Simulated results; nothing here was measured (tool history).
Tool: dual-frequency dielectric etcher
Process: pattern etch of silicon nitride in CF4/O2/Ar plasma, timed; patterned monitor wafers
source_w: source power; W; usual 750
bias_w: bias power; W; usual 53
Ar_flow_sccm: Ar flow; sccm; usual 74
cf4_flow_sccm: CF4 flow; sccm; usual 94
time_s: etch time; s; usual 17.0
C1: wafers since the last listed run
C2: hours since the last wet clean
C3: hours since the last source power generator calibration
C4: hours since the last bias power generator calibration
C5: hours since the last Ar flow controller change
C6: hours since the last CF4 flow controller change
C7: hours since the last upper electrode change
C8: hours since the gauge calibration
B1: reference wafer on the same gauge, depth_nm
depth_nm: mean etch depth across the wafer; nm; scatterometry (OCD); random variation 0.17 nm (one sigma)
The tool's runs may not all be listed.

run 1 hour=0.0 | source_w=750 bias_w=53 Ar_flow_sccm=74 cf4_flow_sccm=94 time_s=17.0 | C1=0 C2=132.2 C3=2397.9 C4=2785.4 C5=4269.5 C6=92.6 C7=72.1 C8=748.2 | B1=44.93 | depth_nm=45.71
-- hour=15.4 source power generator calibrated
run 2 hour=15.9 | source_w=750 bias_w=53 Ar_flow_sccm=74 cf4_flow_sccm=94 time_s=17.0 | C1=222 C2=148.1 C3=0.5 C4=2801.3 C5=4285.4 C6=108.5 C7=88.0 C8=764.1 | B1=44.94 | depth_nm=45.64
run 3 hour=30.3 | source_w=750 bias_w=53 Ar_flow_sccm=74 cf4_flow_sccm=87 time_s=17.0 | C1=268 C2=162.5 C3=14.9 C4=2815.7 C5=4299.8 C6=122.9 C7=102.4 C8=778.5 | B1=44.93 | depth_nm=45.41
-- hour=57.1 gauge calibrated
run 4 hour=65.2 | source_w=750 bias_w=53 Ar_flow_sccm=90 cf4_flow_sccm=75 time_s=17.0 | C1=651 C2=197.4 C3=49.8 C4=2850.6 C5=4334.7 C6=157.8 C7=137.3 C8=8.1 | B1=44.20 | depth_nm=42.74
run 5 hour=96.0 | source_w=750 bias_w=53 Ar_flow_sccm=74 cf4_flow_sccm=94 time_s=14.0 | C1=575 C2=228.2 C3=80.6 C4=2881.4 C5=4365.5 C6=188.6 C7=168.1 C8=38.9 | B1=44.27 | depth_nm=37.18
run 6 hour=127.8 | source_w=840 bias_w=64 Ar_flow_sccm=74 cf4_flow_sccm=94 time_s=17.0 | C1=593 C2=260.0 C3=112.4 C4=2913.2 C5=4397.3 C6=220.4 C7=199.9 C8=70.7 | B1=44.39 | depth_nm=53.73
-- hour=158.7 Ar flow controller replaced
run 7 hour=162.6 | source_w=750 bias_w=58 Ar_flow_sccm=74 cf4_flow_sccm=113 time_s=17.0 | C1=537 C2=294.8 C3=147.2 C4=2948.0 C5=3.9 C6=255.2 C7=234.7 C8=105.5 | B1=44.42 | depth_nm=47.37
run 8 hour=178.0 | source_w=660 bias_w=66 Ar_flow_sccm=74 cf4_flow_sccm=94 time_s=17.0 | C1=287 C2=310.2 C3=162.6 C4=2963.4 C5=19.3 C6=270.6 C7=250.1 C8=120.9 | B1=44.46 | depth_nm=42.97
-- hour=190.4 bias power generator calibrated
run 9 hour=198.7 | source_w=810 bias_w=53 Ar_flow_sccm=74 cf4_flow_sccm=94 time_s=17.0 | C1=311 C2=330.9 C3=183.3 C4=8.3 C5=40.0 C6=291.3 C7=270.8 C8=141.6 | B1=44.50 | depth_nm=48.88
run 10 hour=229.2 | source_w=750 bias_w=53 Ar_flow_sccm=60 cf4_flow_sccm=94 time_s=17.0 | C1=569 C2=361.4 C3=213.8 C4=38.8 C5=70.5 C6=321.8 C7=301.3 C8=172.1 | B1=44.56 | depth_nm=46.29
run 11 hour=251.7 | source_w=750 bias_w=53 Ar_flow_sccm=74 cf4_flow_sccm=94 time_s=17.0 | C1=420 C2=383.9 C3=236.3 C4=61.3 C5=93.0 C6=344.3 C7=323.8 C8=194.6 | B1=44.56 | depth_nm=45.15
run 12 hour=280.1 | source_w=830 bias_w=66 Ar_flow_sccm=83 cf4_flow_sccm=110 time_s=17.0 | C1=530 C2=412.3 C3=264.7 C4=89.7 C5=121.4 C6=372.7 C7=352.2 C8=223.0 | B1=44.60 | depth_nm=54.08
run 13 hour=306.5 | source_w=750 bias_w=53 Ar_flow_sccm=58 cf4_flow_sccm=103 time_s=17.0 | C1=493 C2=438.7 C3=291.1 C4=116.1 C5=147.8 C6=399.1 C7=378.6 C8=249.4 | B1=44.63 | depth_nm=47.02
-- hour=334.5 wet clean of the chamber
run 14 hour=335.0 | source_w=620 bias_w=66 Ar_flow_sccm=91 cf4_flow_sccm=118 time_s=17.0 | C1=84 C2=0.5 C3=319.6 C4=144.6 C5=176.3 C6=427.6 C7=407.1 C8=277.9 | B1=44.66 | depth_nm=39.99
run 15 hour=339.1 | source_w=570 bias_w=53 Ar_flow_sccm=74 cf4_flow_sccm=108 time_s=17.0 | C1=76 C2=4.6 C3=323.7 C4=148.7 C5=180.4 C6=431.7 C7=411.2 C8=282.0 | B1=44.68 | depth_nm=34.75
run 16 hour=363.8 | source_w=750 bias_w=62 Ar_flow_sccm=74 cf4_flow_sccm=94 time_s=17.0 | C1=461 C2=29.3 C3=348.4 C4=173.4 C5=205.1 C6=456.4 C7=435.9 C8=306.7 | B1=44.71 | depth_nm=48.06
run 17 hour=379.1 | source_w=750 bias_w=53 Ar_flow_sccm=89 cf4_flow_sccm=94 time_s=17.0 | C1=285 C2=44.6 C3=363.7 C4=188.7 C5=220.4 C6=471.7 C7=451.2 C8=322.0 | B1=44.70 | depth_nm=44.26
run 18 hour=413.0 | source_w=630 bias_w=53 Ar_flow_sccm=74 cf4_flow_sccm=94 time_s=19.5 | C1=633 C2=78.5 C3=397.6 C4=222.6 C5=254.3 C6=505.6 C7=485.1 C8=355.9 | B1=44.72 | depth_nm=43.47
run 19 hour=446.1 | source_w=750 bias_w=53 Ar_flow_sccm=74 cf4_flow_sccm=94 time_s=17.0 | C1=618 C2=111.6 C3=430.7 C4=255.7 C5=287.4 C6=538.7 C7=518.2 C8=389.0 | B1=44.80 | depth_nm=45.66
run 20 hour=467.9 | source_w=750 bias_w=53 Ar_flow_sccm=74 cf4_flow_sccm=94 time_s=17.0 | C1=407 C2=133.4 C3=452.5 C4=277.5 C5=309.2 C6=560.5 C7=540.0 C8=410.8 | B1=44.78 | depth_nm=45.71

Forecast each of these 5 alternatives for the next run:
run A hour=468.3 | source_w=750 bias_w=53 Ar_flow_sccm=74 cf4_flow_sccm=101 time_s=17.0 | C1=7 C2=133.8 C3=452.9 C4=277.9 C5=309.6 C6=560.9 C7=540.4 C8=411.2 | B1=? | depth_nm=?
run B hour=468.3 | source_w=750 bias_w=53 Ar_flow_sccm=74 cf4_flow_sccm=79 time_s=17.0 | C1=7 C2=133.8 C3=452.9 C4=277.9 C5=309.6 C6=560.9 C7=540.4 C8=411.2 | B1=? | depth_nm=?
run C hour=468.3 | source_w=750 bias_w=53 Ar_flow_sccm=56 cf4_flow_sccm=94 time_s=17.0 | C1=7 C2=133.8 C3=452.9 C4=277.9 C5=309.6 C6=560.9 C7=540.4 C8=411.2 | B1=? | depth_nm=?
run D hour=468.3 | source_w=750 bias_w=53 Ar_flow_sccm=74 cf4_flow_sccm=94 time_s=14.5 | C1=7 C2=133.8 C3=452.9 C4=277.9 C5=309.6 C6=560.9 C7=540.4 C8=411.2 | B1=? | depth_nm=?
run E hour=468.3 | source_w=750 bias_w=46 Ar_flow_sccm=74 cf4_flow_sccm=94 time_s=17.0 | C1=7 C2=133.8 C3=452.9 C4=277.9 C5=309.6 C6=560.9 C7=540.4 C8=411.2 | B1=? | depth_nm=?

run=A B1=44.75 depth_nm=45.63
run=B B1=44.75 depth_nm=44.63
run=C B1=44.75 depth_nm=46.98
run=D B1=44.75 depth_nm=38.67
run=E B1=44.75 depth_nm=43.22
Without the tool's hidden state the same runs would have given:
run=A depth_nm=45.04
run=B depth_nm=44.06
run=C depth_nm=46.38
run=D depth_nm=38.18
run=E depth_nm=42.66
